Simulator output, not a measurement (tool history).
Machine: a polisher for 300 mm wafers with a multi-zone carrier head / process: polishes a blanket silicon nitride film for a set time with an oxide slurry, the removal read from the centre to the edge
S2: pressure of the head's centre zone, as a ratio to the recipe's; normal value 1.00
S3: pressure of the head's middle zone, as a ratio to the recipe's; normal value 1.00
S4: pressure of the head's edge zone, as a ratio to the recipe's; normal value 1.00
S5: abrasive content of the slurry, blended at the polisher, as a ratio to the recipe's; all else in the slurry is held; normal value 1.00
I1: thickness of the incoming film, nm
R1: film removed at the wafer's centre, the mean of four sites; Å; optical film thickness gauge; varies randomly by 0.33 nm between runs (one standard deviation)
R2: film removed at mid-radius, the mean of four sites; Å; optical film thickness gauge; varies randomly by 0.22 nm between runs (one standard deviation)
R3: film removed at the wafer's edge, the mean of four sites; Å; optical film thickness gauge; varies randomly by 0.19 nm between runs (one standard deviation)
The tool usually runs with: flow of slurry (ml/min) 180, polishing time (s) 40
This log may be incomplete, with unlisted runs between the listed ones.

{"run": 1, "hour": 0.0, "flow of slurry (ml/min)": 180, "S2": 1.0, "S3": 1.0, "S4": 1.0, "S5": 1.0, "polishing time (s)": 37, "I1": 293.0, "R1": 292, "R2": 255, "R3": 264}
{"run": 2, "hour": 55.8, "flow of slurry (ml/min)": 180, "S2": 1.0, "S3": 0.91, "S4": 1.0, "S5": 1.0, "polishing time (s)": 40, "I1": 295.5, "R1": 316, "R2": 254, "R3": 283}
{"run": 3, "hour": 81.3, "flow of slurry (ml/min)": 145, "S2": 0.91, "S3": 1.0, "S4": 1.0, "S5": 1.0, "polishing time (s)": 35, "I1": 289.5, "R1": 236, "R2": 227, "R3": 239}
{"run": 4, "hour": 137.8, "flow of slurry (ml/min)": 180, "S2": 1.09, "S3": 1.0, "S4": 1.0, "S5": 1.2, "polishing time (s)": 46, "I1": 289.7, "R1": 434, "R2": 347, "R3": 361}
{"hour": 184.5, "done": "centre zone pressure recalibrated"}
{"run": 5, "hour": 185.0, "flow of slurry (ml/min)": 205, "S2": 1.0, "S3": 1.05, "S4": 1.06, "S5": 1.0, "polishing time (s)": 33, "I1": 290.5, "R1": 240, "R2": 235, "R3": 244}
{"hour": 195.0, "done": "worn pad replaced by a new one"}
{"hour": 208.0, "done": "slurry nozzle cleaned"}
{"run": 6, "hour": 252.4, "flow of slurry (ml/min)": 180, "S2": 1.0, "S3": 1.0, "S4": 1.0, "S5": 1.0, "polishing time (s)": 40, "I1": 292.9, "R1": 308, "R2": 290, "R3": 299}
{"run": 7, "hour": 276.7, "flow of slurry (ml/min)": 180, "S2": 1.0, "S3": 1.0, "S4": 1.0, "S5": 0.85, "polishing time (s)": 40, "I1": 296.2, "R1": 266, "R2": 259, "R3": 266}
{"run": 8, "hour": 311.4, "flow of slurry (ml/min)": 210, "S2": 0.91, "S3": 1.0, "S4": 0.96, "S5": 1.25, "polishing time (s)": 40, "I1": 286.9, "R1": 335, "R2": 339, "R3": 342}
{"hour": 322.8, "done": "carrier head's membrane replaced by a new one"}
{"run": 9, "hour": 337.7, "flow of slurry (ml/min)": 180, "S2": 1.0, "S3": 1.0, "S4": 1.0, "S5": 1.0, "polishing time (s)": 40, "I1": 288.4, "R1": 312, "R2": 290, "R3": 298}
{"run": 10, "hour": 379.8, "flow of slurry (ml/min)": 180, "S2": 1.0, "S3": 1.0, "S4": 1.0, "S5": 1.0, "polishing time (s)": 40, "I1": 295.0, "R1": 309, "R2": 286, "R3": 294}
{"run": 11, "hour": 436.2, "flow of slurry (ml/min)": 115, "S2": 1.0, "S3": 1.0, "S4": 0.89, "S5": 1.0, "polishing time (s)": 40, "I1": 295.1, "R1": 274, "R2": 254, "R3": 258}
{"run": 12, "hour": 462.4, "flow of slurry (ml/min)": 180, "S2": 1.0, "S3": 1.07, "S4": 1.0, "S5": 1.0, "polishing time (s)": 40, "I1": 294.5, "R1": 304, "R2": 302, "R3": 289}
{"run": 13, "hour": 525.5, "flow of slurry (ml/min)": 135, "S2": 1.0, "S3": 1.0, "S4": 1.0, "S5": 1.15, "polishing time (s)": 32, "I1": 288.3, "R1": 246, "R2": 230, "R3": 241}
{"hour": 559.2, "done": "worn pad replaced by a new one"}
{"run": 14, "hour": 591.4, "flow of slurry (ml/min)": 180, "S2": 1.0, "S3": 1.0, "S4": 1.0, "S5": 1.0, "polishing time (s)": 40, "I1": 289.4, "R1": 309, "R2": 277, "R3": 292}
{"run": 15, "hour": 617.2, "flow of slurry (ml/min)": 180, "S2": 1.0, "S3": 1.0, "S4": 1.0, "S5": 1.0, "polishing time (s)": 40, "I1": 288.3, "R1": 308, "R2": 281, "R3": 289}
{"run": 16, "hour": 683.9, "flow of slurry (ml/min)": 215, "S2": 1.0, "S3": 1.0, "S4": 1.0, "S5": 0.9, "polishing time (s)": 40, "I1": 290.6, "R1": 294, "R2": 266, "R3": 271}
{"run": 17, "hour": 754.0, "flow of slurry (ml/min)": 180, "S2": 1.0, "S3": 1.0, "S4": 0.88, "S5": 1.0, "polishing time (s)": 40, "I1": 293.7, "R1": 300, "R2": 274, "R3": 270}
{"run": 18, "hour": 789.7, "flow of slurry (ml/min)": 155, "S2": 0.88, "S3": 1.06, "S4": 1.0, "S5": 1.3, "polishing time (s)": 40, "I1": 283.9, "R1": 292, "R2": 317, "R3": 321}
{"run": 19, "hour": 958.4, "flow of slurry (ml/min)": 180, "S2": 1.0, "S3": 1.0, "S4": 1.0, "S5": 0.9, "polishing time (s)": 31, "I1": 286.8, "R1": 211, "R2": 189, "R3": 199}
{"hour": 992.8, "done": "worn pad replaced by a new one"}
{"hour": 997.0, "done": "slurry nozzle cleaned"}
{"run": 20, "hour": 999.2, "flow of slurry (ml/min)": 180, "S2": 1.0, "S3": 1.0, "S4": 1.0, "S5": 1.0, "polishing time (s)": 27, "I1": 292.8, "R1": 224, "R2": 199, "R3": 201}
{"run": 21, "hour": 1047.7, "flow of slurry (ml/min)": 180, "S2": 1.0, "S3": 1.0, "S4": 0.9, "S5": 1.0, "polishing time (s)": 52, "I1": 287.7, "R1": 430, "R2": 381, "R3": 370}

Had the tool no unlogged condition, and each run kept its random variation, what would the results have been?
The hidden state here: removal rate lost through wear of the pad, %; slurry flow missing at the pad, %; deviation of the centre zone's pressure from its setpoint, %; deviation of the edge zone's pressure from its setpoint, %.
run=1 R1=285 R2=274 R3=278
run=2 R1=311 R2=274 R3=300
run=3 R1=239 R2=251 R3=257
run=4 R1=435 R2=381 R3=386
run=5 R1=267 R2=257 R3=261
run=6 R1=312 R2=295 R3=303
run=7 R1=269 R2=265 R3=270
run=8 R1=336 R2=346 R3=347
run=9 R1=313 R2=298 R3=304
run=10 R1=310 R2=295 R3=300
run=11 R1=281 R2=269 R3=268
run=12 R1=304 R2=314 R3=297
run=13 R1=251 R2=245 R3=252
run=14 R1=311 R2=294 R3=304
run=15 R1=311 R2=298 R3=302
run=16 R1=295 R2=282 R3=283
run=17 R1=307 R2=298 R3=286
run=18 R1=305 R2=351 R3=345
run=19 R1=224 R2=214 R3=217
run=20 R1=207 R2=200 R3=202
run=21 R1=400 R2=384 R3=372
